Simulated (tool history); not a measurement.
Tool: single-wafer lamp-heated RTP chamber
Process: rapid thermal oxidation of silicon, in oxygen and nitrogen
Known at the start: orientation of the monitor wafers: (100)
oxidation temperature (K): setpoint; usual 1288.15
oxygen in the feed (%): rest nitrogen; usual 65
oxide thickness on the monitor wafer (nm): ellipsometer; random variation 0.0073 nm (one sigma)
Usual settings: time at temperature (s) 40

run    hour  oxidation temperature (K)  time at temperature (s)  oxygen in the feed (%)  wafers since the last listed run  wafers since the last pyrometer calibration  hours since the oxygen flow controller was replaced  hours since the gauge calibration  read-back reference wafer on the same gauge, thickness  oxide thickness on the monitor wafer (nm)
  1       0                    1288.15                       40                      65                                 0                                           10                                               4424.2                             2144.8                                                    5.19                                       4.85
  2    70.9                    1288.15                       40                      65                               427                                          437                                               4495.1                             2215.7                                                   5.188                                      4.865
  3   120.9                    1288.15                       40                      53                               301                                          739                                               4545.1                             2265.7                                                   5.189                                      4.531
  4   150.6                    1288.15                       40                      53                               179                                          918                                               4574.8                             2295.4                                                   5.188                                      4.541
  5   179.7                    1288.15                       40                      53                               175                                         1094                                               4603.9                             2324.5                                                    5.19                                      4.541
  6   236.5                    1288.15                       40                      65                               342                                         1436                                               4660.7                             2381.3                                                    5.19                                      4.849
  7   297.7                    1288.15                       40                      65                               369                                         1805                                               4721.9                             2442.5                                                    5.19                                      4.881
  8   324.9                    1270.15                       40                      65                               164                                         1969                                               4749.1                             2469.7                                                    5.19                                      4.294
  9   396.6                    1270.15                       40                      65                               432                                         2401                                               4820.8                             2541.4                                                   5.191                                      4.308
 10   461.9                    1270.15                       40                      65                               393                                         2795                                               4886.1                             2606.7                                                   5.192                                      4.303
 11   512.2                    1288.15                       40                      65                               303                                         3098                                               4936.4                               2657                                                    5.19                                      4.873
 12   542.6                    1288.15                       40                      65                               183                                         3282                                               4966.8                             2687.4                                                   5.189                                      4.879
 13   597.5                    1264.15                       40                      65                               331                                         3613                                               5021.7                             2742.3                                                    5.19                                      4.135
      611.9  -- gauge calibrated
 14   654.2                    1264.15                       40                      65                               341                                         3955                                               5078.4                               42.3                                                   5.192                                      4.159
 15   702.3                    1288.15                       40                      65                               290                                         4245                                               5126.5                               90.4                                                   5.191                                      4.875
 16   768.4                    1296.15                       40                      65                               398                                         4643                                               5192.6                              156.5                                                   5.189                                      5.173
 17   833.6                    1307.15                       40                      39                               393                                         5037                                               5257.8                              221.7                                                   5.191                                       4.69
 18   875.9                    1288.15                       40                      65                               255                                         5292                                               5300.1                                264                                                   5.192                                      4.916
 19   919.2                    1288.15                       40                      65                               261                                         5553                                               5343.4                              307.3                                                    5.19                                      4.914
 20   967.1                    1288.15                       40                      65                               288                                         5842                                               5391.3                              355.2                                                   5.192                                      4.911
 21  1018.7                    1266.15                       33                      65                               311                                         6153                                               5442.9                              406.8                                                    5.19                                      3.917
 22    1086                    1288.15                       40                      75                               405                                         6559                                               5510.2                              474.1                                                    5.19                                      5.182
 23  1115.4                    1288.15                       40                      65                               177                                         6736                                               5539.6                              503.5                                                   5.191                                      4.931
 24  1175.9                    1273.15                       40                      79                               364                                         7101                                               5600.1                                564                                                   5.189                                      4.746
 25  1237.5                    1300.15                       22                      65                               371                                         7472                                               5661.7                              625.6                                                   5.189                                      4.214
 26  1303.5                    1309.15                       22                      85                               397                                         7870                                               5727.7                              691.6                                                   5.191                                      4.898
     1367.6  -- pyrometer window cleaned and pyrometer calibrated
 27  1440.6                    1303.15                       46                      37                               778                                          439                                               5864.8                              828.7                                                   5.192                                      4.712
 28  1466.5                    1288.15                       40                      65                               156                                          596                                               5890.7                              854.6                                                   5.191                                      4.842
 29    1492                    1288.15                       40                      48                               153                                          749                                               5916.2                              880.1                                                   5.192                                      4.385
     1550.2  -- oxygen flow controller replaced
 30  1550.6                    1288.15                       40                      65                               305                                         1055                                                  0.4                              938.7                                                   5.191                                      4.838
 31  1577.7                    1299.15                       50                      93                               163                                         1218                                                 27.5                              965.8                                                   5.188                                       6.52
 32  1633.4                    1288.15                       52                      65                               335                                         1554                                                 83.2                             1021.5                                                   5.189                                      5.419
 33  1666.8                    1288.15                       40                      65                               201                                         1755                                                116.6                             1054.9                                                    5.19                                      4.855
 34  1748.3                    1288.15                       40                      65                               491                                         2247                                                198.1                             1136.4                                                    5.19                                      4.851
 35  1779.7                    1288.15                       40                      65                               189                                         2436                                                229.5                             1167.8                                                   5.192                                      4.848
 36  1918.7                    1300.15                       22                      65                               838                                         3274                                                368.5                             1306.8                                                   5.189                                      4.133
 37  1950.2                    1316.15                       34                      91                               189                                         3464                                                  400                             1338.3                                                    5.19                                      6.179
 38  2022.1                    1259.15                       55                      80                               433                                         3898                                                471.9                             1410.2                                                   5.188                                      4.864
 39  2090.5                    1266.15                       21                      80                               412                                         4310                                                540.3                             1478.6                                                   5.189                                      3.501

What the log doesn't show, run by run:
deviation of the oxygen flow from its setpoint, %: 0 in every run
gauge reads high (%): 0 in every run
H1: true wafer temperature minus pyrometer reading, K
run      H1
  1   0.421
  2    0.43
  3   0.447
  4   0.462
  5   0.479
  6    0.52
  7   0.578
  8   0.608
  9   0.699
 10   0.798
 11   0.884
 12    0.94
 13    1.05
 14    1.17
 15    1.29
 16    1.46
 17    1.64
 18    1.77
 19    1.91
 20    2.07
 21    2.25
 22    2.49
 23    2.61
 24    2.85
 25    3.11
 26    3.41
 27  0.0141
 28  0.0219
 29  0.0319
 30  0.0635
 31  0.0821
 32   0.129
 33   0.162
 34   0.259
 35   0.302
 36   0.537
 37     0.6
 38   0.755
 39    0.92
